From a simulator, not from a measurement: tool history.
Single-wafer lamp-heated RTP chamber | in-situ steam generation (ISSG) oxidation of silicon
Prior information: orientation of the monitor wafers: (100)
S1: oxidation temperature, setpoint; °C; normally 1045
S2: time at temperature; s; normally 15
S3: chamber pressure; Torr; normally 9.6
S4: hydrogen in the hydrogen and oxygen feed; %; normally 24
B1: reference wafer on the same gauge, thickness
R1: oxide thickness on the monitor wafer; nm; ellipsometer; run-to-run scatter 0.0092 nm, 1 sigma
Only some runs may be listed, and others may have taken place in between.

| run | hour | S1 | S2 | S3 | S4 | B1 | R1 |
|---|---|---|---|---|---|---|---|
| 1 | 0 | 1045 | 15 | 8.8 | 24 | 6.755 | 6.324 |
| 2 | 105 | 1045 | 15 | 8.8 | 24 | 6.751 | 6.358 |
| 3 | 168.6 | 1045 | 15 | 9.6 | 24 | 6.752 | 6.289 |
| 4 | 239.2 | 1045 | 15 | 9.6 | 16 | 6.75 | 5.749 |
| 5 | 276.8 | 1045 | 15 | 9.6 | 16 | 6.751 | 5.757 |
|  | 294.9 | pyrometer window cleaned and pyrometer calibrated |
| 6 | 355 | 1045 | 15 | 9.6 | 24 | 6.744 | 6.223 |
| 7 | 402.6 | 1045 | 15 | 8.6 | 24 | 6.751 | 6.336 |
| 8 | 651.6 | 1045 | 19 | 9.6 | 24 | 6.754 | 7.124 |
|  | 718.1 | pyrometer window cleaned and pyrometer calibrated |
|  | 728.9 | gauge calibrated |
| 9 | 750.3 | 1045 | 19 | 9.6 | 24 | 6.747 | 7.008 |
|  | 791.1 | hydrogen flow controller replaced |
| 10 | 857.5 | 1045 | 15 | 10.2 | 24 | 6.744 | 6.131 |
| 11 | 959 | 1045 | 15 | 9.6 | 24 | 6.753 | 6.239 |
|  | 1034.7 | pressure gauge zeroed |
| 12 | 1042.5 | 1045 | 20 | 9.6 | 24 | 6.751 | 7.272 |
|  | 1088.4 | pyrometer window cleaned and pyrometer calibrated |
| 13 | 1132.5 | 1035 | 19 | 10.2 | 16 | 6.748 | 5.994 |
| 14 | 1213.1 | 1057 | 18 | 10.2 | 24 | 6.75 | 7.175 |
| 15 | 1292.6 | 1035 | 19 | 10.2 | 16 | 6.75 | 6.073 |
|  | 1507.2 | pyrometer window cleaned and pyrometer calibrated |
| 16 | 1555.6 | 1045 | 15 | 9.6 | 14 | 6.75 | 5.485 |
| 17 | 1622.6 | 1045 | 13 | 9.2 | 24 | 6.756 | 5.844 |
| 18 | 1671 | 1039 | 15 | 9.6 | 24 | 6.751 | 6.056 |
| 19 | 1755.7 | 1038 | 13 | 9.6 | 24 | 6.749 | 5.633 |

What if the next run were any one of these 5? Each begins from the tool's condition after run 19:
| A | 1756.1 | 1061 | 15 | 9.6 | 24 | ? | ? |
| B | 1756.1 | 1054 | 15 | 9.6 | 19 | ? | ? |
| C | 1756.1 | 1045 | 15 | 8.5 | 24 | ? | ? |
| D | 1756.1 | 1056 | 15 | 9.6 | 24 | ? | ? |
| E | 1756.1 | 1045 | 15 | 9.6 | 32 | ? | ? |

| run | B1 | R1 |
|---|---|---|
| A | 6.75 | 6.815 |
| B | 6.75 | 6.223 |
| C | 6.75 | 6.363 |
| D | 6.75 | 6.633 |
| E | 6.75 | 6.708 |
Without the tool's hidden state the same runs would have given:
| run | R1 |
|---|---|
| A | 6.676 |
| B | 6.099 |
| C | 6.243 |
| D | 6.5 |
| E | 6.581 |
